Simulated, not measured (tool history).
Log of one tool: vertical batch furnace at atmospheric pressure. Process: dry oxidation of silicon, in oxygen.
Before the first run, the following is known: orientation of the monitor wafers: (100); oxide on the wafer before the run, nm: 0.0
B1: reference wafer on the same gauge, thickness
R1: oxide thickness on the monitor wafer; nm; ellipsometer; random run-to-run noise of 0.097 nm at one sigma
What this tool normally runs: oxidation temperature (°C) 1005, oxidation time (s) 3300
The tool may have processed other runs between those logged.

{"run": 1, "hour": 0.0, "oxidation temperature (°C)": 1005, "oxidation time (s)": 3300, "B1": 55.08, "R1": 45.21}
{"run": 2, "hour": 12.1, "oxidation temperature (°C)": 1014, "oxidation time (s)": 3300, "B1": 55.1, "R1": 49.45}
{"run": 3, "hour": 30.7, "oxidation temperature (°C)": 1014, "oxidation time (s)": 3300, "B1": 55.11, "R1": 49.28}
{"run": 4, "hour": 45.5, "oxidation temperature (°C)": 1005, "oxidation time (s)": 3300, "B1": 55.09, "R1": 45.08}
{"run": 5, "hour": 57.8, "oxidation temperature (°C)": 1005, "oxidation time (s)": 3300, "B1": 55.1, "R1": 45.08}
{"run": 6, "hour": 65.1, "oxidation temperature (°C)": 997, "oxidation time (s)": 3300, "B1": 55.12, "R1": 41.72}
{"run": 7, "hour": 79.4, "oxidation temperature (°C)": 997, "oxidation time (s)": 3300, "B1": 55.08, "R1": 41.57}
{"run": 8, "hour": 101.2, "oxidation temperature (°C)": 997, "oxidation time (s)": 3300, "B1": 55.08, "R1": 41.39}
{"run": 9, "hour": 112.9, "oxidation temperature (°C)": 1005, "oxidation time (s)": 3300, "B1": 55.09, "R1": 45.03}
{"run": 10, "hour": 124.5, "oxidation temperature (°C)": 1005, "oxidation time (s)": 3300, "B1": 55.1, "R1": 45.21}
{"run": 11, "hour": 132.1, "oxidation temperature (°C)": 1005, "oxidation time (s)": 3300, "B1": 55.13, "R1": 44.9}
{"hour": 159.3, "done": "thermocouples replaced and temperature profile calibrated"}
{"run": 12, "hour": 159.8, "oxidation temperature (°C)": 995, "oxidation time (s)": 3300, "B1": 55.08, "R1": 40.7}
{"run": 13, "hour": 164.9, "oxidation temperature (°C)": 989, "oxidation time (s)": 3300, "B1": 55.12, "R1": 38.27}
{"run": 14, "hour": 170.5, "oxidation temperature (°C)": 991, "oxidation time (s)": 4560, "B1": 55.09, "R1": 48.19}
{"run": 15, "hour": 188.1, "oxidation temperature (°C)": 987, "oxidation time (s)": 4020, "B1": 55.11, "R1": 42.82}
{"run": 16, "hour": 208.0, "oxidation temperature (°C)": 1005, "oxidation time (s)": 3300, "B1": 55.1, "R1": 44.91}
{"run": 17, "hour": 228.0, "oxidation temperature (°C)": 1005, "oxidation time (s)": 2610, "B1": 55.11, "R1": 38.88}
{"run": 18, "hour": 237.0, "oxidation temperature (°C)": 988, "oxidation time (s)": 2460, "B1": 55.1, "R1": 31.6}
{"run": 19, "hour": 268.3, "oxidation temperature (°C)": 1026, "oxidation time (s)": 3300, "B1": 55.1, "R1": 54.67}
{"run": 20, "hour": 277.9, "oxidation temperature (°C)": 1005, "oxidation time (s)": 3300, "B1": 55.1, "R1": 44.86}
{"run": 21, "hour": 290.7, "oxidation temperature (°C)": 1005, "oxidation time (s)": 3300, "B1": 55.12, "R1": 44.72}
{"run": 22, "hour": 309.5, "oxidation temperature (°C)": 1005, "oxidation time (s)": 3300, "B1": 55.11, "R1": 44.77}
{"run": 23, "hour": 327.8, "oxidation temperature (°C)": 1021, "oxidation time (s)": 3810, "B1": 55.11, "R1": 57.2}
{"run": 24, "hour": 347.6, "oxidation temperature (°C)": 1005, "oxidation time (s)": 3300, "B1": 55.12, "R1": 44.65}
{"hour": 354.1, "done": "gauge calibrated"}
{"run": 25, "hour": 357.1, "oxidation temperature (°C)": 988, "oxidation time (s)": 4590, "B1": 55.09, "R1": 47.01}
{"run": 26, "hour": 367.0, "oxidation temperature (°C)": 1005, "oxidation time (s)": 3300, "B1": 55.08, "R1": 44.71}
{"hour": 397.7, "done": "boat lift adjusted"}
{"run": 27, "hour": 398.2, "oxidation temperature (°C)": 990, "oxidation time (s)": 2100, "B1": 55.09, "R1": 30.6}
{"run": 28, "hour": 403.2, "oxidation temperature (°C)": 992, "oxidation time (s)": 4110, "B1": 55.08, "R1": 47.31}
{"run": 29, "hour": 438.0, "oxidation temperature (°C)": 993, "oxidation time (s)": 1770, "B1": 55.09, "R1": 28.43}
{"run": 30, "hour": 453.4, "oxidation temperature (°C)": 992, "oxidation time (s)": 4530, "B1": 55.08, "R1": 50.41}
{"run": 31, "hour": 461.9, "oxidation temperature (°C)": 1014, "oxidation time (s)": 4650, "B1": 55.11, "R1": 63.7}
{"run": 32, "hour": 483.1, "oxidation temperature (°C)": 1005, "oxidation time (s)": 3300, "B1": 55.13, "R1": 46.61}
{"run": 33, "hour": 491.4, "oxidation temperature (°C)": 984, "oxidation time (s)": 3300, "B1": 55.1, "R1": 37.99}
{"run": 34, "hour": 508.4, "oxidation temperature (°C)": 997, "oxidation time (s)": 1740, "B1": 55.1, "R1": 29.43}
{"run": 35, "hour": 529.0, "oxidation temperature (°C)": 997, "oxidation time (s)": 4920, "B1": 55.13, "R1": 56.19}
{"run": 36, "hour": 537.2, "oxidation temperature (°C)": 1011, "oxidation time (s)": 3300, "B1": 55.11, "R1": 49.51}
{"run": 37, "hour": 551.3, "oxidation temperature (°C)": 1005, "oxidation time (s)": 3300, "B1": 55.11, "R1": 46.79}
{"run": 38, "hour": 567.8, "oxidation temperature (°C)": 991, "oxidation time (s)": 3300, "B1": 55.11, "R1": 40.69}
{"run": 39, "hour": 578.6, "oxidation temperature (°C)": 1005, "oxidation time (s)": 3300, "B1": 55.11, "R1": 46.69}

The logged runs with the hidden state left out (each run's random variation unchanged):
The hidden state here: true tube temperature minus thermocouple reading, K; monitor wafer colder than the profiled boat position, K; gauge reads high (%).
run=1 R1=46.91
run=2 R1=51.23
run=3 R1=51.08
run=4 R1=46.82
run=5 R1=46.84
run=6 R1=43.42
run=7 R1=43.28
run=8 R1=43.11
run=9 R1=46.86
run=10 R1=47.06
run=11 R1=46.75
run=12 R1=42.46
run=13 R1=39.82
run=14 R1=50.17
run=15 R1=44.51
run=16 R1=46.86
run=17 R1=40.58
run=18 R1=32.93
run=19 R1=56.95
run=20 R1=46.90
run=21 R1=46.77
run=22 R1=46.85
run=23 R1=59.71
run=24 R1=46.77
run=25 R1=49.10
run=26 R1=46.86
run=27 R1=30.72
run=28 R1=47.49
run=29 R1=28.54
run=30 R1=50.60
run=31 R1=63.93
run=32 R1=46.78
run=33 R1=38.12
run=34 R1=29.54
run=35 R1=56.41
run=36 R1=49.69
run=37 R1=46.97
run=38 R1=40.85
run=39 R1=46.87
